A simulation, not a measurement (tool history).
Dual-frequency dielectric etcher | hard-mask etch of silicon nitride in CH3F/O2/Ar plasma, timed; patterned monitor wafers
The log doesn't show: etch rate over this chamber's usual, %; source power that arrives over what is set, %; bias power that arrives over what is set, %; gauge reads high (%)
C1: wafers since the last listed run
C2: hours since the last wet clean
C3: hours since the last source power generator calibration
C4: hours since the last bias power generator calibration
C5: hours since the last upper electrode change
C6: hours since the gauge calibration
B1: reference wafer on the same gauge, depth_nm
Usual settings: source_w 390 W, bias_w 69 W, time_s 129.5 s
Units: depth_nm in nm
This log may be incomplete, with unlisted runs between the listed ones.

run 1 hour=0.0 | source_w=460 bias_w=69 time_s=129.5 | C1=0 C2=118.4 C3=4564.0 C4=3689.0 C5=5546.1 C6=1471.5 | B1=89.3 | depth_nm=99.6
run 2 hour=100.1 | source_w=390 bias_w=69 time_s=129.5 | C1=597 C2=218.5 C3=4664.1 C4=3789.1 C5=5646.2 C6=1571.6 | B1=89.4 | depth_nm=91.7
run 3 hour=137.5 | source_w=390 bias_w=69 time_s=120.5 | C1=223 C2=255.9 C3=4701.5 C4=3826.5 C5=5683.6 C6=1609.0 | B1=89.4 | depth_nm=85.9
run 4 hour=233.8 | source_w=390 bias_w=69 time_s=129.5 | C1=574 C2=352.2 C3=4797.8 C4=3922.8 C5=5779.9 C6=1705.3 | B1=89.5 | depth_nm=91.8
run 5 hour=298.7 | source_w=390 bias_w=69 time_s=129.5 | C1=387 C2=417.1 C3=4862.7 C4=3987.7 C5=5844.8 C6=1770.2 | B1=89.3 | depth_nm=91.6
run 6 hour=344.5 | source_w=390 bias_w=69 time_s=129.5 | C1=273 C2=462.9 C3=4908.5 C4=4033.5 C5=5890.6 C6=1816.0 | B1=89.4 | depth_nm=91.4
-- hour=364.3 source power generator calibrated
run 7 hour=426.3 | source_w=390 bias_w=69 time_s=129.5 | C1=464 C2=544.7 C3=62.0 C4=4115.3 C5=5972.4 C6=1897.8 | B1=89.4 | depth_nm=94.0
run 8 hour=513.0 | source_w=390 bias_w=69 time_s=143.0 | C1=517 C2=631.4 C3=148.7 C4=4202.0 C5=6059.1 C6=1984.5 | B1=89.4 | depth_nm=103.7
-- hour=556.4 bias power generator calibrated
-- hour=569.0 wet clean of the chamber
-- hour=650.3 upper electrode replaced
run 9 hour=698.0 | source_w=390 bias_w=69 time_s=143.0 | C1=861 C2=129.0 C3=333.7 C4=141.6 C5=47.7 C6=2169.5 | B1=89.4 | depth_nm=105.2
run 10 hour=744.1 | source_w=390 bias_w=69 time_s=143.0 | C1=274 C2=175.1 C3=379.8 C4=187.7 C5=93.8 C6=2215.6 | B1=89.5 | depth_nm=104.8
run 11 hour=799.1 | source_w=390 bias_w=69 time_s=129.5 | C1=328 C2=230.1 C3=434.8 C4=242.7 C5=148.8 C6=2270.6 | B1=89.3 | depth_nm=94.9
run 12 hour=905.4 | source_w=390 bias_w=58 time_s=129.5 | C1=634 C2=336.4 C3=541.1 C4=349.0 C5=255.1 C6=2376.9 | B1=89.3 | depth_nm=89.1
-- hour=1170.9 wet clean of the chamber
run 13 hour=1176.9 | source_w=460 bias_w=65 time_s=142.0 | C1=1476 C2=6.0 C3=812.6 C4=620.5 C5=526.6 C6=2648.4 | B1=89.3 | depth_nm=109.0
-- hour=1177.3 gauge calibrated
run 14 hour=1221.8 | source_w=390 bias_w=80 time_s=129.5 | C1=267 C2=50.9 C3=857.5 C4=665.4 C5=571.5 C6=44.5 | B1=89.5 | depth_nm=99.1
run 15 hour=1260.0 | source_w=310 bias_w=62 time_s=156.0 | C1=227 C2=89.1 C3=895.7 C4=703.6 C5=609.7 C6=82.7 | B1=89.4 | depth_nm=97.9
run 16 hour=1363.2 | source_w=390 bias_w=54 time_s=129.5 | C1=615 C2=192.3 C3=998.9 C4=806.8 C5=712.9 C6=185.9 | B1=89.4 | depth_nm=86.4
run 17 hour=1440.9 | source_w=480 bias_w=69 time_s=91.5 | C1=463 C2=270.0 C3=1076.6 C4=884.5 C5=790.6 C6=263.6 | B1=89.2 | depth_nm=72.9
run 18 hour=1542.0 | source_w=390 bias_w=69 time_s=129.5 | C1=602 C2=371.1 C3=1177.7 C4=985.6 C5=891.7 C6=364.7 | B1=89.4 | depth_nm=93.8
run 19 hour=1600.1 | source_w=360 bias_w=69 time_s=111.5 | C1=346 C2=429.2 C3=1235.8 C4=1043.7 C5=949.8 C6=422.8 | B1=89.4 | depth_nm=77.5
run 20 hour=1661.0 | source_w=390 bias_w=69 time_s=129.5 | C1=363 C2=490.1 C3=1296.7 C4=1104.6 C5=1010.7 C6=483.7 | B1=89.5 | depth_nm=93.3
run 21 hour=1738.0 | source_w=390 bias_w=69 time_s=129.5 | C1=459 C2=567.1 C3=1373.7 C4=1181.6 C5=1087.7 C6=560.7 | B1=89.4 | depth_nm=93.5
run 22 hour=1803.3 | source_w=390 bias_w=69 time_s=165.5 | C1=389 C2=632.4 C3=1439.0 C4=1246.9 C5=1153.0 C6=626.0 | B1=89.3 | depth_nm=119.2
-- hour=1867.5 wet clean of the chamber
run 23 hour=1894.7 | source_w=420 bias_w=74 time_s=129.5 | C1=401 C2=27.2 C3=1530.4 C4=1338.3 C5=1244.4 C6=717.4 | B1=89.4 | depth_nm=98.7
run 24 hour=1951.4 | source_w=310 bias_w=62 time_s=162.0 | C1=338 C2=83.9 C3=1587.1 C4=1395.0 C5=1301.1 C6=774.1 | B1=89.4 | depth_nm=101.3
run 25 hour=2147.1 | source_w=390 bias_w=79 time_s=129.5 | C1=1167 C2=279.6 C3=1782.8 C4=1590.7 C5=1496.8 C6=969.8 | B1=89.4 | depth_nm=97.3
run 26 hour=2210.0 | source_w=490 bias_w=69 time_s=129.5 | C1=375 C2=342.5 C3=1845.7 C4=1653.6 C5=1559.7 C6=1032.7 | B1=89.3 | depth_nm=103.7
run 27 hour=2257.1 | source_w=350 bias_w=69 time_s=129.5 | C1=280 C2=389.6 C3=1892.8 C4=1700.7 C5=1606.8 C6=1079.8 | B1=89.5 | depth_nm=88.8
run 28 hour=2296.4 | source_w=350 bias_w=79 time_s=101.5 | C1=234 C2=428.9 C3=1932.1 C4=1740.0 C5=1646.1 C6=1119.1 | B1=89.3 | depth_nm=72.8
run 29 hour=2377.0 | source_w=310 bias_w=58 time_s=114.0 | C1=480 C2=509.5 C3=2012.7 C4=1820.6 C5=1726.7 C6=1199.7 | B1=89.5 | depth_nm=69.0
run 30 hour=2430.5 | source_w=360 bias_w=60 time_s=129.5 | C1=319 C2=563.0 C3=2066.2 C4=1874.1 C5=1780.2 C6=1253.2 | B1=89.5 | depth_nm=85.1

4 options for the next run, each taken on its own from the tool as it stands now. Forecast them:
run A hour=2431.0 | source_w=390 bias_w=69 time_s=129.5 | C1=2 C2=563.5 C3=2066.7 C4=1874.6 C5=1780.7 C6=1253.7 | B1=? | depth_nm=?
run B hour=2431.0 | source_w=420 bias_w=55 time_s=165.5 | C1=2 C2=563.5 C3=2066.7 C4=1874.6 C5=1780.7 C6=1253.7 | B1=? | depth_nm=?
run C hour=2431.0 | source_w=360 bias_w=69 time_s=90.5 | C1=2 C2=563.5 C3=2066.7 C4=1874.6 C5=1780.7 C6=1253.7 | B1=? | depth_nm=?
run D hour=2431.0 | source_w=390 bias_w=57 time_s=129.5 | C1=2 C2=563.5 C3=2066.7 C4=1874.6 C5=1780.7 C6=1253.7 | B1=? | depth_nm=?

run=A B1=89.3 depth_nm=93.3
run=B B1=89.3 depth_nm=114.7
run=C B1=89.3 depth_nm=62.8
run=D B1=89.3 depth_nm=87.7
Without the tool's unlogged condition, the same runs would have read:
run=A depth_nm=96.2
run=B depth_nm=118.2
run=C depth_nm=64.7
run=D depth_nm=90.3
